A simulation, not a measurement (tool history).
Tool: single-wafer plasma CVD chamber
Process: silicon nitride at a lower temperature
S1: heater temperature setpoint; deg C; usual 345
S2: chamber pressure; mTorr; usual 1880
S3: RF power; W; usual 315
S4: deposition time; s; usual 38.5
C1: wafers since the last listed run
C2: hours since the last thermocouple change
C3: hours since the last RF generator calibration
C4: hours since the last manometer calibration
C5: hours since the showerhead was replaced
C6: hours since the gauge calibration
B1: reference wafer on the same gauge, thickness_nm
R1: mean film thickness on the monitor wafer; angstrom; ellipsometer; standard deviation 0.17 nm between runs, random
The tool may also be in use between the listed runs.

run 1 day=0.000 | S1=345 S2=1550 S3=315 S4=38.5 | C1=0 C2=2105.6 C3=796.1 C4=1259.8 C5=5044.1 C6=19.0 | B1=49.608 | R1=490.55
run 2 day=1.233 | S1=345 S2=1880 S3=300 S4=34.7 | C1=442 C2=2135.2 C3=825.7 C4=1289.4 C5=5073.7 C6=48.6 | B1=49.581 | R1=459.25
run 3 day=2.700 | S1=345 S2=1880 S3=300 S4=34.7 | C1=526 C2=2170.4 C3=860.9 C4=1324.6 C5=5108.9 C6=83.8 | B1=49.639 | R1=456.98
run 4 day=4.133 | S1=345 S2=1880 S3=315 S4=38.5 | C1=514 C2=2204.8 C3=895.3 C4=1359.0 C5=5143.3 C6=118.2 | B1=49.560 | R1=522.75
run 5 day=5.862 | S1=345 S2=1880 S3=315 S4=38.5 | C1=620 C2=2246.3 C3=936.8 C4=1400.5 C5=5184.8 C6=159.7 | B1=49.662 | R1=525.07
run 6 day=8.858 | S1=345 S2=1880 S3=315 S4=38.5 | C1=1074 C2=2318.2 C3=1008.7 C4=1472.4 C5=5256.7 C6=231.6 | B1=49.574 | R1=523.63
run 7 day=11.642 | S1=345 S2=1880 S3=315 S4=40.0 | C1=998 C2=2385.0 C3=1075.5 C4=1539.2 C5=5323.5 C6=298.4 | B1=49.584 | R1=546.10
run 8 day=12.712 | S1=345 S2=1880 S3=315 S4=40.0 | C1=384 C2=2410.7 C3=1101.2 C4=1564.9 C5=5349.2 C6=324.1 | B1=49.610 | R1=545.21
-- day=13.175 thermocouple changed; heater temperature recalibrated
-- day=13.521 showerhead replaced, of another model than before
run 9 day=14.283 | S1=345 S2=1880 S3=315 S4=40.0 | C1=324 C2=26.6 C3=1138.9 C4=1602.6 C5=18.3 C6=361.8 | B1=49.567 | R1=545.34
run 10 day=15.388 | S1=345 S2=1880 S3=335 S4=38.5 | C1=396 C2=53.1 C3=1165.4 C4=1629.1 C5=44.8 C6=388.3 | B1=49.608 | R1=557.26
run 11 day=17.204 | S1=334 S2=2170 S3=360 S4=44.7 | C1=651 C2=96.7 C3=1209.0 C4=1672.7 C5=88.4 C6=431.9 | B1=49.539 | R1=715.46
-- day=18.279 gauge calibrated
-- day=19.729 RF generator calibrated
run 12 day=19.750 | S1=345 S2=2270 S3=315 S4=38.5 | C1=793 C2=157.8 C3=0.5 C4=1733.8 C5=149.5 C6=35.3 | B1=49.539 | R1=548.80
run 13 day=21.642 | S1=345 S2=2080 S3=260 S4=38.5 | C1=678 C2=203.2 C3=45.9 C4=1779.2 C5=194.9 C6=80.7 | B1=49.574 | R1=437.59
run 14 day=23.900 | S1=345 S2=1880 S3=255 S4=38.5 | C1=810 C2=257.4 C3=100.1 C4=1833.4 C5=249.1 C6=134.9 | B1=49.608 | R1=419.73
run 15 day=25.246 | S1=355 S2=1880 S3=365 S4=42.6 | C1=482 C2=289.7 C3=132.4 C4=1865.7 C5=281.4 C6=167.2 | B1=49.657 | R1=661.88
-- day=25.692 capacitance manometer re-zeroed and calibrated
run 16 day=27.854 | S1=345 S2=2150 S3=265 S4=45.9 | C1=816 C2=352.3 C3=195.0 C4=51.9 C5=344.0 C6=229.8 | B1=49.496 | R1=527.83
run 17 day=30.025 | S1=345 S2=1880 S3=315 S4=38.5 | C1=778 C2=404.4 C3=247.1 C4=104.0 C5=396.1 C6=281.9 | B1=49.610 | R1=518.94
run 18 day=32.371 | S1=345 S2=1880 S3=315 S4=38.5 | C1=841 C2=460.7 C3=303.4 C4=160.3 C5=452.4 C6=338.2 | B1=49.612 | R1=515.22
run 19 day=33.658 | S1=345 S2=1880 S3=335 S4=44.4 | C1=461 C2=491.6 C3=334.3 C4=191.2 C5=483.3 C6=369.1 | B1=49.569 | R1=630.24
run 20 day=35.958 | S1=345 S2=1430 S3=315 S4=36.5 | C1=825 C2=546.8 C3=389.5 C4=246.4 C5=538.5 C6=424.3 | B1=49.542 | R1=457.89

4 options for the next run, each taken on its own from the tool as it stands now. Forecast them:
run A day=35.975 | S1=345 S2=1880 S3=315 S4=38.5 | C1=5 C2=547.2 C3=389.9 C4=246.8 C5=538.9 C6=424.7 | B1=? | R1=?
run B day=35.975 | S1=338 S2=1880 S3=315 S4=38.5 | C1=5 C2=547.2 C3=389.9 C4=246.8 C5=538.9 C6=424.7 | B1=? | R1=?
run C day=35.975 | S1=354 S2=2320 S3=315 S4=33.9 | C1=5 C2=547.2 C3=389.9 C4=246.8 C5=538.9 C6=424.7 | B1=? | R1=?
run D day=35.975 | S1=345 S2=2260 S3=270 S4=38.5 | C1=5 C2=547.2 C3=389.9 C4=246.8 C5=538.9 C6=424.7 | B1=? | R1=?

run=A B1=49.637 R1=513.86
run=B B1=49.637 R1=515.37
run=C B1=49.637 R1=473.25
run=D B1=49.637 R1=456.43
Had the tool no hidden state, the same runs would have come out as:
run=A R1=513.82
run=B R1=515.33
run=C R1=473.22
run=D R1=456.40

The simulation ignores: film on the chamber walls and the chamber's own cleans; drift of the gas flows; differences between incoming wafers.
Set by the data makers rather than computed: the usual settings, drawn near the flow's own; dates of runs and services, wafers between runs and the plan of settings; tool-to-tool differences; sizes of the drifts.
